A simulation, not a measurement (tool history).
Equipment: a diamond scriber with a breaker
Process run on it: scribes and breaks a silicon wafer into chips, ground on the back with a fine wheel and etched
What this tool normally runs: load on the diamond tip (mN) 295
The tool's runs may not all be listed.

| run | hour | load on the diamond tip (mN) | incoming depth of the damage left on the back of the incoming wafer, um | depth of the median crack under the scribed line (nm) | chips rejected at inspection after the break (%) |
|---|---|---|---|---|---|
| 1 | 0.0 | 295 | 0.47 | 8720 | 0.82 |
| 2 | 8.9 | 295 | 0.60 | 8720 | 0.90 |
| 3 | 23.6 | 317 | 0.74 | 9120 | 0.64 |
| 4 | 39.8 | 255 | 0.49 | 8020 | 4.12 |
| 5 | 71.1 | 255 | 0.43 | 8020 | 4.42 |
| 6 | 104.7 | 295 | 0.66 | 8610 | 1.40 |
| 7 | 114.3 | 295 | 0.77 | 8580 | 1.30 |
| 8 | 127.3 | 295 | 0.55 | 8390 | 1.37 |
| 9 | 167.4 | 295 | 0.58 | 8460 | 1.76 |
| 10 | 175.0 | 295 | 0.35 | 8420 | 1.79 |
| 11 | 186.7 | 363 | 0.35 | 9270 | 0.90 |
| 12 | 194.7 | 363 | 0.75 | 9200 | 0.73 |
| 13 | 210.1 | 363 | 0.40 | 9230 | 0.73 |
| 14 | 225.4 | 334 | 0.52 | 8910 | 0.61 |
| 15 | 236.8 | 337 | 0.50 | 8760 | 0.67 |
| 16 | 243.8 | 295 | 0.71 | 8360 | 2.87 |
| 17 | 259.7 | 295 | 0.58 | 8290 | 3.01 |
|  | 265.7 | load on the tip recalibrated |
| 18 | 269.8 | 321 | 0.52 | 8450 | 1.34 |
| 19 | 278.0 | 362 | 0.65 | 9080 | 0.51 |
| 20 | 293.4 | 227 | 0.38 | 7230 | 14.74 |
| 21 | 299.6 | 224 | 0.74 | 7130 | 16.06 |
| 22 | 307.8 | 237 | 0.52 | 7270 | 11.23 |
| 23 | 324.0 | 295 | 0.38 | 8010 | 4.43 |
| 24 | 334.8 | 320 | 0.59 | 8130 | 2.23 |
| 25 | 384.3 | 228 | 0.30 | 7000 | 20.20 |
| 26 | 399.7 | 218 | 0.74 | 6950 | 23.62 |
| 27 | 411.7 | 295 | 0.61 | 7720 | 7.74 |
| 28 | 423.8 | 222 | 0.47 | 6740 | 21.95 |
|  | 431.4 | diamond tip replaced by a new one |
| 29 | 431.9 | 295 | 0.38 | 8670 | 0.73 |

Forecast run 30:
| 30 | 445.5 | 216 | 0.79 | ? | ? |

Run 30 came out at depth of the median crack under the scribed line (nm) 7600, chips rejected at inspection after the break (%) 8.25.
Take away the tool's hidden state, keep the run-to-run variation as it was, and the same run would have given depth of the median crack under the scribed line (nm) 7760, chips rejected at inspection after the break (%) 6.44.
